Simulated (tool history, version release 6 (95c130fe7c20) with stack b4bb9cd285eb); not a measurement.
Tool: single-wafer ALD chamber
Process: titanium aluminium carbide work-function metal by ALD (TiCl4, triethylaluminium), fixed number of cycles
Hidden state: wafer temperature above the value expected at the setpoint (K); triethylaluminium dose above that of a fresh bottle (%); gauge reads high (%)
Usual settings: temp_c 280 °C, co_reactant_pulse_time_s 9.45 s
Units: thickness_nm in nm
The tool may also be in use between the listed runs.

run	day	temp_c	co_reactant_pulse_time_s	wafers since the last listed run	hours since the last thermocouple change	hours since the last triethylaluminium bottle change	hours since the showerhead was replaced	hours since the gauge calibration	read-back reference wafer on the same gauge, thickness_nm	thickness_nm
1	0	280	9.45	0	1239.5	760.4	2786.9	416.4	2.111	1.832
2	2.375	280	9.45	927	1296.5	817.4	2843.9	473.4	2.118	1.845
3	4.617	280	9.45	875	1350.3	871.2	2897.7	527.2	2.124	1.847
4	5.617	276	9.45	390	1374.3	895.2	2921.7	551.2	2.127	1.817
5	8.038	276	9.45	945	1432.4	953.3	2979.8	609.3	2.138	1.822
6	9.479	276	9.45	562	1467	987.9	3014.4	643.9	2.147	1.818
# day 11.592: gauge calibrated
7	11.675	280	10.57	857	1519.7	1040.6	3067.1	2	2.084	1.851
# day 12.442: showerhead replaced
8	13.021	280	10.57	395	1552	1072.9	13.9	34.3	2.078	1.838
9	14.467	280	9.45	564	1586.7	1107.6	48.6	69	2.084	1.806
# day 14.804: thermocouple changed; heater temperature recalibrated
10	16.021	290	11.36	476	29.2	1144.9	85.9	106.3	2.084	1.942
11	18.25	272	7.05	870	82.7	1198.4	139.4	159.8	2.084	1.524
12	20.7	276	12.83	956	141.5	1257.2	198.2	218.6	2.085	1.845
# day 22.767: triethylaluminium bottle replaced
13	23.021	280	10.57	776	197.2	6.1	253.9	274.3	2.093	1.855

Run 14 comes next. What will it give?
14	24.546	267	11.97	595	233.8	42.7	290.5	310.9	?	?

{"run 14": {"read-back reference wafer on the same gauge, thickness_nm": 2.097, "thickness_nm": 1.777}}
Without the tool's hidden state the same run would have given thickness_nm 1.764 nm.
